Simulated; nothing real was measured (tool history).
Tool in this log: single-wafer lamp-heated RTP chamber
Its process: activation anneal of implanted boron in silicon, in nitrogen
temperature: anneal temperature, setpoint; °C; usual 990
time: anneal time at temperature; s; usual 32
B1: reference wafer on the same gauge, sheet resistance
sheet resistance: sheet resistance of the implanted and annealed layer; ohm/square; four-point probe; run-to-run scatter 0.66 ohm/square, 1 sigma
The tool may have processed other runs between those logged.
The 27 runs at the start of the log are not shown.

run 28 hour=342 | temperature=974 time=38 | B1=175.22 | sheet_resistance=205.54
run 29 hour=351.8 | temperature=990 time=32 | B1=174.97 | sheet_resistance=196.68
-- hour=373.2 reflector plate cleaned
run 30 hour=373.7 | temperature=966 time=21 | B1=174.9 | sheet_resistance=225.63
run 31 hour=375.7 | temperature=1015 time=32 | B1=174.99 | sheet_resistance=191.62
run 32 hour=391.7 | temperature=1000 time=18 | B1=175.31 | sheet_resistance=196.83
run 33 hour=437.1 | temperature=961 time=46 | B1=175.12 | sheet_resistance=219.29
run 34 hour=446.6 | temperature=973 time=43 | B1=175.04 | sheet_resistance=209.36
run 35 hour=454.2 | temperature=990 time=17 | B1=174.85 | sheet_resistance=202.9
run 36 hour=468.5 | temperature=990 time=32 | B1=175.21 | sheet_resistance=200.52
run 37 hour=482 | temperature=990 time=42 | B1=174.74 | sheet_resistance=198.79

What if the next run were any one of these 3? Each begins from the tool's condition after run 37:
run A hour=482.4 | temperature=990 time=32 | B1=? | sheet_resistance=?
run B hour=482.4 | temperature=1016 time=44 | B1=? | sheet_resistance=?
run C hour=482.4 | temperature=970 time=44 | B1=? | sheet_resistance=?

run=A B1=175.22 sheet_resistance=199.44
run=B B1=175.22 sheet_resistance=191.16
run=C B1=175.22 sheet_resistance=210.44
Without the tool's hidden state the same runs would have given:
run=A sheet_resistance=200
run=B sheet_resistance=191.35
run=C sheet_resistance=211.5

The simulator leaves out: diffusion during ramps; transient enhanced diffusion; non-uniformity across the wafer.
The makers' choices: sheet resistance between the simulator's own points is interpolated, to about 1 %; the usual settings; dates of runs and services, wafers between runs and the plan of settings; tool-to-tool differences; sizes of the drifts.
